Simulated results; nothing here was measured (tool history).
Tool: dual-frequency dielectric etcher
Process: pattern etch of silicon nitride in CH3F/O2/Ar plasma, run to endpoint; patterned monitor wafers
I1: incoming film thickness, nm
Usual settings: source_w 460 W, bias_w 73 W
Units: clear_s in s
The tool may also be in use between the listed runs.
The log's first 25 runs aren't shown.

run 26 hour=1398.7 | source_w=530 bias_w=67 | I1=32.1 | clear_s=42.7
run 27 hour=1429.2 | source_w=390 bias_w=86 | I1=32.04 | clear_s=40.3
run 28 hour=1470.3 | source_w=400 bias_w=61 | I1=32.36 | clear_s=48
run 29 hour=1509.3 | source_w=460 bias_w=73 | I1=31.87 | clear_s=41.6
run 30 hour=1573.7 | source_w=520 bias_w=90 | I1=31.91 | clear_s=36.8
run 31 hour=1603 | source_w=460 bias_w=73 | I1=31.77 | clear_s=41.8
run 32 hour=1628 | source_w=350 bias_w=90 | I1=32.02 | clear_s=40
-- hour=1697.1 wet clean of the chamber
run 33 hour=1697.6 | source_w=360 bias_w=73 | I1=31.87 | clear_s=44.2
run 34 hour=1732.8 | source_w=460 bias_w=73 | I1=32.34 | clear_s=42.7

5 ways to go on from here, each from the tool as it stands after run 34. What would each give?
run A hour=1733.2 | source_w=460 bias_w=73 | I1=31.77 | clear_s=?
run B hour=1733.2 | source_w=370 bias_w=57 | I1=31.77 | clear_s=?
run C hour=1733.2 | source_w=550 bias_w=58 | I1=31.77 | clear_s=?
run D hour=1733.2 | source_w=560 bias_w=87 | I1=31.77 | clear_s=?
run E hour=1733.2 | source_w=550 bias_w=67 | I1=31.77 | clear_s=?

run=A clear_s=41.9
run=B clear_s=50
run=C clear_s=45.2
run=D clear_s=36.6
run=E clear_s=41.9
Without the tool's hidden state the same runs would have given:
run=A clear_s=42.6
run=B clear_s=50.8
run=C clear_s=45.9
run=D clear_s=37.3
run=E clear_s=42.6

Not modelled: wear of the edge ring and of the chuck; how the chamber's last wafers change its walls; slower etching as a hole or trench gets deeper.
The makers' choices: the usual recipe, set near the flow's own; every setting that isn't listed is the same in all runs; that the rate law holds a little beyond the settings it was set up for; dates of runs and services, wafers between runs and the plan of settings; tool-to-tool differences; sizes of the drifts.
